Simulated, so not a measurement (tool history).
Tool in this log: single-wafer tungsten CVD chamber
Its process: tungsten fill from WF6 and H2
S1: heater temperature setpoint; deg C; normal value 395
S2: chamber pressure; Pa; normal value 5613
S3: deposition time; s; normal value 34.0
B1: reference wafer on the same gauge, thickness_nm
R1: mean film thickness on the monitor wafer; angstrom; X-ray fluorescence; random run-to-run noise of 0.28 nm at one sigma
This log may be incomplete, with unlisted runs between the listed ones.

run 1 day=0.000 | S1=395 S2=5613 S3=34.0 | B1=95.990 | R1=1024.20
run 2 day=1.325 | S1=395 S2=5613 S3=34.0 | B1=95.976 | R1=1024.23
run 3 day=1.933 | S1=395 S2=5613 S3=34.0 | B1=95.971 | R1=1027.13
-- day=5.029 showerhead replaced
-- day=5.354 gauge calibrated
run 4 day=6.008 | S1=395 S2=5613 S3=34.0 | B1=96.027 | R1=1021.99
run 5 day=7.471 | S1=395 S2=5613 S3=34.0 | B1=96.031 | R1=1020.62
run 6 day=8.533 | S1=395 S2=5613 S3=34.0 | B1=95.965 | R1=1017.77
run 7 day=9.717 | S1=395 S2=5613 S3=34.0 | B1=96.011 | R1=1020.38
run 8 day=11.096 | S1=395 S2=5613 S3=34.0 | B1=96.029 | R1=1020.26
run 9 day=12.417 | S1=395 S2=5613 S3=34.0 | B1=95.992 | R1=1019.65
run 10 day=13.383 | S1=395 S2=4706 S3=34.0 | B1=96.009 | R1=954.66
run 11 day=14.650 | S1=395 S2=5613 S3=34.0 | B1=96.049 | R1=1022.71
run 12 day=15.929 | S1=382 S2=5613 S3=34.0 | B1=96.057 | R1=813.16
run 13 day=17.212 | S1=395 S2=6693 S3=28.8 | B1=95.932 | R1=912.06
run 14 day=17.746 | S1=404 S2=6533 S3=37.5 | B1=95.949 | R1=1373.03
run 15 day=18.912 | S1=395 S2=4520 S3=34.0 | B1=95.998 | R1=935.55
run 16 day=19.758 | S1=395 S2=5613 S3=34.0 | B1=95.919 | R1=1014.01
-- day=20.312 capacitance manometer re-zeroed and calibrated
run 17 day=20.396 | S1=395 S2=5613 S3=34.0 | B1=96.019 | R1=1008.71
run 18 day=21.896 | S1=410 S2=4360 S3=31.8 | B1=95.973 | R1=1097.53

Run 19 has not been measured yet. What should we expect?
run 19 day=22.933 | S1=395 S2=5613 S3=34.0 | B1=? | R1=?

B1: 96.047
R1: 1004.10 angstrom
If the tool had no hidden condition, the same run with the same run-to-run variation would have returned R1 1029.59 angstrom.
